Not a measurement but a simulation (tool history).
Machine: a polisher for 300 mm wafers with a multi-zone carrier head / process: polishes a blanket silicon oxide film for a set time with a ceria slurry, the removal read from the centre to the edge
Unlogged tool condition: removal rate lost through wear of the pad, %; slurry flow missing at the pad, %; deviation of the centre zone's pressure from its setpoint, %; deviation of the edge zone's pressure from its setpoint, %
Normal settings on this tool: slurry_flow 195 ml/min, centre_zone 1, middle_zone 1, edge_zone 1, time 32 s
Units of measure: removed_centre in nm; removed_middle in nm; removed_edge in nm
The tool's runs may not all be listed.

run,day,slurry_flow,centre_zone,middle_zone,edge_zone,time,wafers since the last listed run,wafers polished on this pad,hours since the slurry nozzle was cleaned,hours since the centre zone pressure was calibrated,hours since the edge zone pressure was calibrated,hours since the carrier head's membrane was replaced,"incoming thickness of the incoming film, nm",removed_centre,removed_middle,removed_edge
1,0,165,1,1,1,32,0,221,294.4,411.9,1064,770.6,1492.6,149.6,140.1,144.4
2,0.512,165,1,1,1,32,184,406,306.7,424.2,1076.3,782.9,1492.8,150.4,141.5,146.7
3,0.975,195,1,1,0.94,32,166,573,317.8,435.3,1087.4,794,1504.8,156.2,146.3,145.1
4,1.679,195,1,1,0.94,32,253,827,334.7,452.2,1104.3,810.9,1533.7,155.3,144.9,144.5
5,2.238,195,1,1,0.94,32,201,1028,348.1,465.6,1117.7,824.3,1481.7,157.9,143.4,145.8
# day 2.804: worn pad replaced by a new one
6,2.925,195,1,1,1,32,187,43,364.6,482.1,1134.2,840.8,1523.8,157.2,140.6,149.1
7,3.367,170,0.96,1,1,32,159,202,375.2,492.7,1144.8,851.4,1505.8,144.5,142.1,146
8,4.017,255,0.89,1,1,32,234,436,390.8,508.3,1160.4,867,1523.1,148.6,150.4,153.5
9,4.388,195,1,1,1,32,133,570,399.7,517.2,1169.3,875.9,1515.3,159.6,144.1,149.7
10,5.042,195,1.1,0.91,1,38,235,806,415.4,532.9,1185,891.6,1488.3,204.9,155.7,175.2
# day 5.533: edge zone pressure recalibrated
11,5.55,260,0.95,0.97,1.04,32,153,959,427.6,545.1,0.4,903.8,1501.9,159.8,147.4,154.9
12,5.921,195,1,1,1,29,133,1093,436.5,554,9.3,912.7,1514.4,141.8,131.5,133.9
# day 6.333: worn pad replaced by a new one
# day 6.379: carrier head's membrane replaced by a new one
13,6.542,195,1,1,1,32,146,58,451.4,568.9,24.2,3.9,1502.6,162.6,145.7,149.6
14,6.938,135,1,0.89,1.04,32,142,200,460.9,578.4,33.7,13.4,1520.4,146.4,119.2,142.1
# day 7.238: centre zone pressure recalibrated
15,7.258,130,1,1,1,35,85,286,468.6,0.5,41.4,21.1,1491.9,146.7,145.3,153.6
# day 7.383: slurry nozzle cleaned
16,7.562,195,1,0.92,1,25,94,381,4.3,7.8,48.7,28.4,1508.3,116,106.4,116.6
17,7.846,195,1,1,1,32,102,483,11.1,14.6,55.5,35.2,1491.1,145.5,143.1,149.1
18,8.304,195,1,1,1,32,165,648,22.1,25.6,66.5,46.2,1507.6,147.9,143.1,146.5
# day 9: worn pad replaced by a new one
19,9.021,195,1,0.93,1,32,198,7,39.3,42.8,83.7,63.4,1488.8,149.6,135.1,148.5
20,9.554,150,1.04,0.94,0.89,32,192,199,52.1,55.6,96.5,76.2,1515.2,146.5,131.9,136.6
21,10.708,130,1.1,1,1,32,416,616,79.8,83.3,124.2,103.9,1537.6,147.8,130.6,138.8

A few steps of removed_centre between consecutive runs. Split each: what settings, incoming material and random variation would produce without the hidden state, and what is left over for the hidden state, along with gauge scatter present in only one of the two compared results (measured, and without hidden state):
Run 9 -> 10: centre_zone 1 -> 1.1, middle_zone 1 -> 0.91, time 32 -> 38. removed_centre +45.3 nm: hidden state +3.6, all else +41.7.
Run 10 -> 11: slurry_flow 195 -> 260, centre_zone 1.1 -> 0.95, middle_zone 0.91 -> 0.97, edge_zone 1 -> 1.04, time 38 -> 32, edge zone pressure recalibrated. removed_centre -45.1 nm: hidden state -2.5, all else -42.6.
Run 14 -> 15: slurry_flow 135 -> 130, middle_zone 0.89 -> 1, edge_zone 1.04 -> 1, time 32 -> 35, centre zone pressure recalibrated. removed_centre +0.3 nm: hidden state -12.6, all else +12.9.
